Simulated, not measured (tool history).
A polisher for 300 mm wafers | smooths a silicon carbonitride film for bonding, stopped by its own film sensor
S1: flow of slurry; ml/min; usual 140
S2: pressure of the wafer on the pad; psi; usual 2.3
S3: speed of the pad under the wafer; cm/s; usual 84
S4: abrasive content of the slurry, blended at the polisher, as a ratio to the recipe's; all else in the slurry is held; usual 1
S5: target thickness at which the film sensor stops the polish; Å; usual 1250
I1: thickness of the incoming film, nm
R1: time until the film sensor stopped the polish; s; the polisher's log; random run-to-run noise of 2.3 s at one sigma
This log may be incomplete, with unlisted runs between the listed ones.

Run 1, day 0: usual settings but S2 1.9 psi; I1 160. Result: R1 169.4 s.
Run 2, day 0.512: usual settings but S2 1.9 psi; I1 160.4. Result: R1 167.4 s.
Run 3, day 0.983: usual settings but S4 0.8; I1 159.3. Result: R1 160.4 s.
Run 4, day 1.667: usual settings but S4 0.8; I1 162.5. Result: R1 180.8 s.
Run 5, day 1.938: usual settings but S4 0.8; I1 162.7. Result: R1 182.4 s.
Run 6, day 2.625: usual settings but S5 1190 Å; I1 160.3. Result: R1 167.6 s.
Run 7, day 3.262: usual settings; I1 158.4. Result: R1 137.8 s.
At day 3.371: head pressure recalibrated.
Run 8, day 3.988: usual settings; I1 159.1. Result: R1 139.9 s.
At day 4.654: worn pad replaced by a new one.
At day 4.696: slurry blender recalibrated.
Run 9, day 4.717: usual settings; I1 162.3. Result: R1 152.7 s.
Run 10, day 5.129: usual settings but S3 92 cm/s, S4 0.9; I1 157.5. Result: R1 135.3 s.
Run 11, day 5.55: usual settings but S3 94 cm/s; I1 161. Result: R1 139.9 s.
Run 12, day 5.85: usual settings but S1 115 ml/min, S4 1.25, S5 1300 Å; I1 156.8. Result: R1 100.5 s.
At day 6.054: slurry nozzle cleaned.
Run 13, day 6.279: usual settings but S2 1.9 psi; I1 159.4. Result: R1 162.9 s.
Run 14, day 6.946: usual settings but S2 2 psi, S3 92 cm/s; I1 159.9. Result: R1 149.4 s.
Run 15, day 7.292: usual settings but S4 0.8; I1 160.2. Result: R1 168.8 s.
Run 16, day 7.554: usual settings but S1 170 ml/min; I1 158.5. Result: R1 134.4 s.
Run 17, day 7.879: usual settings but S1 115 ml/min, S2 2 psi, S5 1160 Å; I1 159. Result: R1 206.8 s.
Run 18, day 8.425: usual settings but S1 160 ml/min, S2 2 psi, S4 1.2; I1 160.1. Result: R1 139 s.
Run 19, day 9.25: usual settings but S2 3.1 psi; I1 159.4. Result: R1 112 s.

Below are 3 alternative next runs, each starting from the tool's condition after run 19. Predict each:
Run A, day 9.271: usual settings; I1 158.1. Result: R1 ?.
Run B, day 9.271: usual settings but S1 125 ml/min, S2 2.6 psi, S3 64 cm/s, S4 0.7; I1 158.1. Result: R1 ?.
Run C, day 9.271: usual settings but S3 60 cm/s, S4 1.2; I1 158.1. Result: R1 ?.

run     R1
  A  137.3
  B  205.9
  C    159
With no hidden state in the tool, these same runs would have given:
run     R1
  A  137.3
  B  205.9
  C    159
